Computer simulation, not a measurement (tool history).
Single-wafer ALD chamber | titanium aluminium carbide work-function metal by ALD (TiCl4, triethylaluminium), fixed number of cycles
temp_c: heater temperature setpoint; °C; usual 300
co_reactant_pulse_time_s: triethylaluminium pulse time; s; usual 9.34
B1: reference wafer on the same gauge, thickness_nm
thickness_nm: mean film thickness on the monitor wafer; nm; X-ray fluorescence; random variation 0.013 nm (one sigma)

Run 1, day 0.000: usual settings but co_reactant_pulse_time_s 11.16 s; B1 2.291. Result: thickness_nm 2.327 nm.
Run 2, day 1.492: usual settings but co_reactant_pulse_time_s 11.16 s; B1 2.288. Result: thickness_nm 2.353 nm.
Run 3, day 4.392: usual settings but co_reactant_pulse_time_s 11.16 s; B1 2.289. Result: thickness_nm 2.321 nm.
Run 4, day 5.700: usual settings; B1 2.291. Result: thickness_nm 2.271 nm.
Run 5, day 6.771: usual settings; B1 2.291. Result: thickness_nm 2.283 nm.
Run 6, day 7.804: usual settings; B1 2.289. Result: thickness_nm 2.282 nm.
Run 7, day 9.092: usual settings; B1 2.290. Result: thickness_nm 2.270 nm.
Run 8, day 11.512: usual settings; B1 2.291. Result: thickness_nm 2.252 nm.
Run 9, day 14.183: usual settings but temp_c 309 °C, co_reactant_pulse_time_s 11.74 s; B1 2.291. Result: thickness_nm 2.419 nm.
Run 10, day 16.783: usual settings but temp_c 309 °C, co_reactant_pulse_time_s 11.74 s; B1 2.289. Result: thickness_nm 2.410 nm.
Run 11, day 19.508: usual settings but temp_c 295 °C; B1 2.291. Result: thickness_nm 2.223 nm.
At day 22.346: thermocouple changed; heater temperature recalibrated.
Run 12, day 22.400: usual settings but temp_c 295 °C; B1 2.290. Result: thickness_nm 2.228 nm.
Run 13, day 23.883: usual settings but co_reactant_pulse_time_s 10.36 s; B1 2.292. Result: thickness_nm 2.305 nm.
Run 14, day 26.167: usual settings but co_reactant_pulse_time_s 10.36 s; B1 2.290. Result: thickness_nm 2.316 nm.
Run 15, day 28.712: usual settings; B1 2.291. Result: thickness_nm 2.285 nm.
At day 29.742: showerhead replaced.
Run 16, day 30.846: usual settings; B1 2.291. Result: thickness_nm 2.271 nm.
Run 17, day 33.183: usual settings; B1 2.290. Result: thickness_nm 2.265 nm.
Run 18, day 36.042: usual settings but temp_c 309 °C, co_reactant_pulse_time_s 11.87 s; B1 2.288. Result: thickness_nm 2.416 nm.
At day 37.250: gauge calibrated.
Run 19, day 37.317: usual settings; B1 2.288. Result: thickness_nm 2.277 nm.
Run 20, day 38.871: usual settings but co_reactant_pulse_time_s 6.72 s; B1 2.288. Result: thickness_nm 1.927 nm.
Run 21, day 40.600: usual settings but temp_c 289 °C, co_reactant_pulse_time_s 11.93 s; B1 2.291. Result: thickness_nm 2.241 nm.
Run 22, day 41.900: usual settings but temp_c 305 °C; B1 2.289. Result: thickness_nm 2.337 nm.
At day 42.612: triethylaluminium bottle replaced.
Run 23, day 44.888: usual settings but temp_c 307 °C, co_reactant_pulse_time_s 11.66 s; B1 2.288. Result: thickness_nm 2.412 nm.
Run 24, day 46.558: usual settings but temp_c 310 °C, co_reactant_pulse_time_s 11.38 s; B1 2.291. Result: thickness_nm 2.444 nm.
Run 25, day 49.533: usual settings but temp_c 314 °C, co_reactant_pulse_time_s 11.60 s; B1 2.291. Result: thickness_nm 2.473 nm.
Run 26, day 51.683: usual settings; B1 2.291. Result: thickness_nm 2.276 nm.
Run 27, day 54.142: usual settings; B1 2.288. Result: thickness_nm 2.245 nm.
Run 28, day 56.229: usual settings; B1 2.291. Result: thickness_nm 2.287 nm.
Run 29, day 58.746: usual settings but temp_c 314 °C, co_reactant_pulse_time_s 6.56 s; B1 2.288. Result: thickness_nm 1.979 nm.
Run 30, day 60.717: usual settings but temp_c 286 °C; B1 2.292. Result: thickness_nm 2.155 nm.
Run 31, day 62.050: usual settings but co_reactant_pulse_time_s 10.39 s; B1 2.291. Result: thickness_nm 2.304 nm.
Run 32, day 63.217: usual settings but temp_c 313 °C, co_reactant_pulse_time_s 12.08 s; B1 2.292. Result: thickness_nm 2.476 nm.
Run 33, day 65.433: usual settings but temp_c 292 °C; B1 2.290. Result: thickness_nm 2.201 nm.
Run 34, day 67.475: usual settings but temp_c 296 °C, co_reactant_pulse_time_s 10.74 s; B1 2.291. Result: thickness_nm 2.279 nm.

Forecast each of these 3 alternatives for the next run:
Run A, day 67.492: usual settings but co_reactant_pulse_time_s 7.53 s; B1 ?. Result: thickness_nm ?.
Run B, day 67.492: usual settings but temp_c 305 °C, co_reactant_pulse_time_s 12.53 s; B1 ?. Result: thickness_nm ?.
Run C, day 67.492: usual settings but co_reactant_pulse_time_s 7.09 s; B1 ?. Result: thickness_nm ?.

run     B1  thickness_nm
  A  2.288         2.100
  B  2.288         2.405
  C  2.288         2.019
Without the tool's hidden state the same runs would have given:
run  thickness_nm
  A         2.100
  B         2.405
  C         2.019
